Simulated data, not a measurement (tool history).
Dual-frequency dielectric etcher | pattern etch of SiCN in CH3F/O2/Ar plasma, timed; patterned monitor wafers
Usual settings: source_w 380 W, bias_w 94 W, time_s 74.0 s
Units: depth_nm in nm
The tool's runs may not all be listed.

run     day  source_w  bias_w  time_s  wafers since the last listed run  hours since the last wet clean  hours since the last source power generator calibration  hours since the last bias power generator calibration  hours since the last upper electrode change  hours since the gauge calibration  read-back reference wafer on the same gauge, depth_nm  depth_nm
  1   0.000       380      94    58.0                                 0                           160.9                                                   3756.2                                                 2121.4                                       4399.3                             1679.9                                                  23.11     20.58
  2   2.225       380      94    58.0                               712                           214.3                                                   3809.6                                                 2174.8                                       4452.7                             1733.3                                                  23.10     20.61
  3   4.250       380      94    58.0                               648                           262.9                                                   3858.2                                                 2223.4                                       4501.3                             1781.9                                                  23.11     20.52
  4   6.212       380      94    74.0                               628                           310.0                                                   3905.3                                                 2270.5                                       4548.4                             1829.0                                                  23.09     26.25
  5   7.796       380      94    60.0                               506                           348.0                                                   3943.3                                                 2308.5                                       4586.4                             1867.0                                                  23.09     21.28
      9.479  -- source power generator calibrated
  6   9.500       320      94    74.0                               492                           388.9                                                      0.5                                                 2349.4                                       4627.3                             1907.9                                                  23.09     25.45
     10.233  -- gauge calibrated
     11.525  -- wet clean of the chamber
  7  11.546       320      94    74.0                               334                             0.5                                                     49.6                                                 2398.5                                       4676.4                               31.5                                                  23.10     25.36
  8  12.567       320      94    74.0                               326                            25.0                                                     74.1                                                 2423.0                                       4700.9                               56.0                                                  23.09     25.52
  9  14.717       380      75    74.0                               688                            76.6                                                    125.7                                                 2474.6                                       4752.5                              107.6                                                  23.10     24.18
 10  16.250       440      76    52.5                               490                           113.4                                                    162.5                                                 2511.4                                       4789.3                              144.4                                                  23.10     17.79
     17.388  -- upper electrode replaced
 11  19.021       330      72    74.0                               566                           179.9                                                    229.0                                                 2577.9                                         39.2                              210.9                                                  23.10     23.09
 12  21.829       340      94    74.0                               899                           247.3                                                    296.4                                                 2645.3                                        106.6                              278.3                                                  23.09     25.60
 13  24.229       450      94    74.0                               768                           304.9                                                    354.0                                                 2702.9                                        164.2                              335.9                                                  23.09     27.20
 14  26.817       350      94    74.0                               828                           367.0                                                    416.1                                                 2765.0                                        226.3                              398.0                                                  23.10     25.92
 15  29.088       380      76    74.0                               727                           421.5                                                    470.6                                                 2819.5                                        280.8                              452.5                                                  23.11     24.36
     30.425  -- wet clean of the chamber
 16  30.446       460     115    82.5                               114                             0.5                                                    503.2                                                 2852.1                                        313.4                              485.1                                                  23.09     33.33
 17  32.021       380      94    93.5                               504                            38.3                                                    541.0                                                 2889.9                                        351.2                              522.9                                                  23.09     33.37
     33.588  -- bias power generator calibrated
 18  34.779       380      94    74.0                               829                           104.5                                                    607.2                                                   28.6                                        417.4                              589.1                                                  23.11     26.18
 19  36.717       380      94    74.0                               620                           151.0                                                    653.7                                                   75.1                                        463.9                              635.6                                                  23.11     26.23
 20  42.846       480      72    74.0                              1962                           298.1                                                    800.8                                                  222.2                                        611.0                              782.7                                                  23.10     25.22
 21  45.554       340     101    54.5                               867                           363.1                                                    865.8                                                  287.2                                        676.0                              847.7                                                  23.09     19.45
 22  46.617       350     107    80.0                               340                           388.6                                                    891.3                                                  312.7                                        701.5                              873.2                                                  23.09     29.37
 23  48.529       380      94    90.0                               612                           434.5                                                    937.2                                                  358.6                                        747.4                              919.1                                                  23.10     32.05
 24  50.371       380      94    74.0                               589                           478.7                                                    981.4                                                  402.8                                        791.6                              963.3                                                  23.08     26.36
     52.862  -- wet clean of the chamber
 25  52.883       350     107    80.0                               484                             0.5                                                   1041.7                                                  463.1                                        851.9                             1023.6                                                  23.09     29.39
 26  55.479       380      94    74.0                               831                            62.8                                                   1104.0                                                  525.4                                        914.2                             1085.9                                                  23.09     26.29
 27  58.350       480      94    74.0                               919                           131.7                                                   1172.9                                                  594.3                                        983.1                             1154.8                                                  23.10     27.82
 28  59.692       380     113    82.0                               429                           163.9                                                   1205.1                                                  626.5                                       1015.3                             1187.0                                                  23.12     31.42
 29  61.125       470     110    56.5                               458                           198.3                                                   1239.5                                                  660.9                                       1049.7                             1221.4                                                  23.10     22.42

Forecast each of these 5 alternatives for the next run:
  A  61.142       380      94    74.0                                 5                           198.7                                                   1239.9                                                  661.3                                       1050.1                             1221.8                                                      ?         ?
  B  61.142       420      94    61.0                                 5                           198.7                                                   1239.9                                                  661.3                                       1050.1                             1221.8                                                      ?         ?
  C  61.142       420      72    54.0                                 5                           198.7                                                   1239.9                                                  661.3                                       1050.1                             1221.8                                                      ?         ?
  D  61.142       430      94    74.0                                 5                           198.7                                                   1239.9                                                  661.3                                       1050.1                             1221.8                                                      ?         ?
  E  61.142       380      71    86.0                                 5                           198.7                                                   1239.9                                                  661.3                                       1050.1                             1221.8                                                      ?         ?

run  read-back reference wafer on the same gauge, depth_nm  depth_nm
  A                                                  23.10     26.28
  B                                                  23.10     22.15
  C                                                  23.10     17.74
  D                                                  23.10     27.02
  E                                                  23.10     27.48
Without the tool's hidden state the same runs would have given:
run  depth_nm
  A     26.28
  B     22.15
  C     17.74
  D     27.02
  E     27.48

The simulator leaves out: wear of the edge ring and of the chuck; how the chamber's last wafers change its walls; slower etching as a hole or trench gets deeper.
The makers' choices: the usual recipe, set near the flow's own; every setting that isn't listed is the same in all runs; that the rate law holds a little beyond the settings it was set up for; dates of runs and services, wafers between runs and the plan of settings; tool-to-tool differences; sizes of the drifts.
